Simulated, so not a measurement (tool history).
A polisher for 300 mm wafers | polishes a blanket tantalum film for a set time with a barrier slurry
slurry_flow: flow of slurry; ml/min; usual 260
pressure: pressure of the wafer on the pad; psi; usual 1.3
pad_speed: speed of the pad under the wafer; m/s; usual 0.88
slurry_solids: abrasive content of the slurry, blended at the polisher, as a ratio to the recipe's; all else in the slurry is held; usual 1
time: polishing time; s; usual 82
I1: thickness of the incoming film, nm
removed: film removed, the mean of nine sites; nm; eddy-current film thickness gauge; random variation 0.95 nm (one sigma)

run 1 hour=0 | slurry_flow=260 pressure=1.3 pad_speed=0.88 slurry_solids=1 time=103 | I1=313.7 | removed=74.8
run 2 hour=31.2 | slurry_flow=260 pressure=1.3 pad_speed=0.88 slurry_solids=1 time=103 | I1=310.1 | removed=75.4
-- hour=44.7 slurry blender recalibrated
run 3 hour=56.7 | slurry_flow=260 pressure=1.3 pad_speed=0.88 slurry_solids=1.1 time=82 | I1=307.9 | removed=65.3
run 4 hour=69 | slurry_flow=260 pressure=1.3 pad_speed=0.88 slurry_solids=1.1 time=82 | I1=314 | removed=64.5
run 5 hour=102.5 | slurry_flow=260 pressure=1.3 pad_speed=0.88 slurry_solids=1.1 time=82 | I1=306.3 | removed=62.3
run 6 hour=116.5 | slurry_flow=260 pressure=1.3 pad_speed=0.64 slurry_solids=1 time=82 | I1=307 | removed=48.6
run 7 hour=138.7 | slurry_flow=260 pressure=1.3 pad_speed=0.64 slurry_solids=1 time=82 | I1=304.6 | removed=47.1
run 8 hour=159.1 | slurry_flow=260 pressure=1.3 pad_speed=0.88 slurry_solids=1 time=82 | I1=305.7 | removed=57.9
-- hour=174.4 slurry nozzle cleaned
run 9 hour=174.9 | slurry_flow=235 pressure=1.3 pad_speed=0.88 slurry_solids=1 time=65 | I1=307.7 | removed=50.7
run 10 hour=192.6 | slurry_flow=210 pressure=1.3 pad_speed=0.88 slurry_solids=1 time=82 | I1=308.9 | removed=63.3
-- hour=225.8 worn pad replaced by a new one
-- hour=236.3 head pressure recalibrated
run 11 hour=266.9 | slurry_flow=260 pressure=1.3 pad_speed=0.88 slurry_solids=0.8 time=82 | I1=310.4 | removed=56.8
run 12 hour=300 | slurry_flow=210 pressure=1.6 pad_speed=0.88 slurry_solids=1 time=82 | I1=309.5 | removed=77.1
run 13 hour=325.1 | slurry_flow=200 pressure=1.3 pad_speed=0.88 slurry_solids=1 time=93 | I1=310.8 | removed=71.8
-- hour=332.3 slurry blender recalibrated
run 14 hour=340 | slurry_flow=260 pressure=1.3 pad_speed=0.88 slurry_solids=1 time=82 | I1=313.8 | removed=68.2
run 15 hour=374.5 | slurry_flow=260 pressure=1.3 pad_speed=1.02 slurry_solids=1 time=82 | I1=308.9 | removed=74.2
run 16 hour=397 | slurry_flow=260 pressure=1.3 pad_speed=0.88 slurry_solids=1 time=103 | I1=314.9 | removed=81.5
run 17 hour=429.5 | slurry_flow=260 pressure=1.5 pad_speed=1.1 slurry_solids=1.1 time=72 | I1=310.7 | removed=81.4
run 18 hour=455.2 | slurry_flow=305 pressure=1.1 pad_speed=0.88 slurry_solids=1.15 time=82 | I1=313 | removed=59
run 19 hour=470.2 | slurry_flow=285 pressure=1.3 pad_speed=1 slurry_solids=1 time=82 | I1=314.8 | removed=72.1
run 20 hour=504.9 | slurry_flow=235 pressure=0.8 pad_speed=0.88 slurry_solids=1 time=82 | I1=308.3 | removed=38
-- hour=519.2 worn pad replaced by a new one
run 21 hour=523.1 | slurry_flow=320 pressure=1.3 pad_speed=0.88 slurry_solids=1 time=82 | I1=311.8 | removed=64.6
run 22 hour=549.8 | slurry_flow=195 pressure=1.6 pad_speed=0.78 slurry_solids=1 time=107 | I1=309.8 | removed=90.2
-- hour=572.8 slurry blender recalibrated
run 23 hour=575.2 | slurry_flow=260 pressure=1.3 pad_speed=0.88 slurry_solids=0.85 time=82 | I1=310.4 | removed=62.8
run 24 hour=594.4 | slurry_flow=260 pressure=1.3 pad_speed=0.88 slurry_solids=1 time=103 | I1=313.9 | removed=82.2
run 25 hour=629.6 | slurry_flow=260 pressure=1.3 pad_speed=0.88 slurry_solids=1 time=82 | I1=310.2 | removed=66.1
run 26 hour=657.8 | slurry_flow=260 pressure=1.3 pad_speed=0.88 slurry_solids=1 time=53 | I1=305.8 | removed=42.6
-- hour=669.8 head pressure recalibrated
run 27 hour=670.3 | slurry_flow=260 pressure=1.3 pad_speed=0.88 slurry_solids=1 time=82 | I1=316.3 | removed=63.6
run 28 hour=692.9 | slurry_flow=260 pressure=1.3 pad_speed=0.88 slurry_solids=1 time=54 | I1=308.6 | removed=41.6
run 29 hour=772.8 | slurry_flow=260 pressure=1.3 pad_speed=0.88 slurry_solids=1 time=65 | I1=309.7 | removed=50.2

The tool's hidden state at each run:
removal rate lost through wear of the pad, %: 0 in every run
deviation of the head's pressure from its setpoint, %: 0 in every run
H1: slurry flow missing at the pad, %
H2: abrasive missing from the slurry, %
run=1 H1=37.2 H2=18.2
run=2 H1=40.2 H2=18.7
run=3 H1=42.7 H2=4.73
run=4 H1=43.9 H2=7.01
run=5 H1=47.5 H2=11.8
run=6 H1=49 H2=13.3
run=7 H1=51.4 H2=15.3
run=8 H1=53.8 H2=16.7
run=9 H1=0.956 H2=17.6
run=10 H1=0.979 H2=18.4
run=11 H1=1.55 H2=20.5
run=12 H1=2.05 H2=21
run=13 H1=2.52 H2=21.2
run=14 H1=2.85 H2=3.35
run=15 H1=3.72 H2=9.3
run=16 H1=4.38 H2=12.1
run=17 H1=5.45 H2=15
run=18 H1=6.4 H2=16.7
run=19 H1=7 H2=17.5
run=20 H1=8.5 H2=18.8
run=21 H1=9.35 H2=19.3
run=22 H1=10.7 H2=19.9
run=23 H1=12 H2=1.46
run=24 H1=13.1 H2=5.29
run=25 H1=15.3 H2=10.4
run=26 H1=17.1 H2=13.3
run=27 H1=17.9 H2=14.3
run=28 H1=19.5 H2=15.8
run=29 H1=25.7 H2=18.8
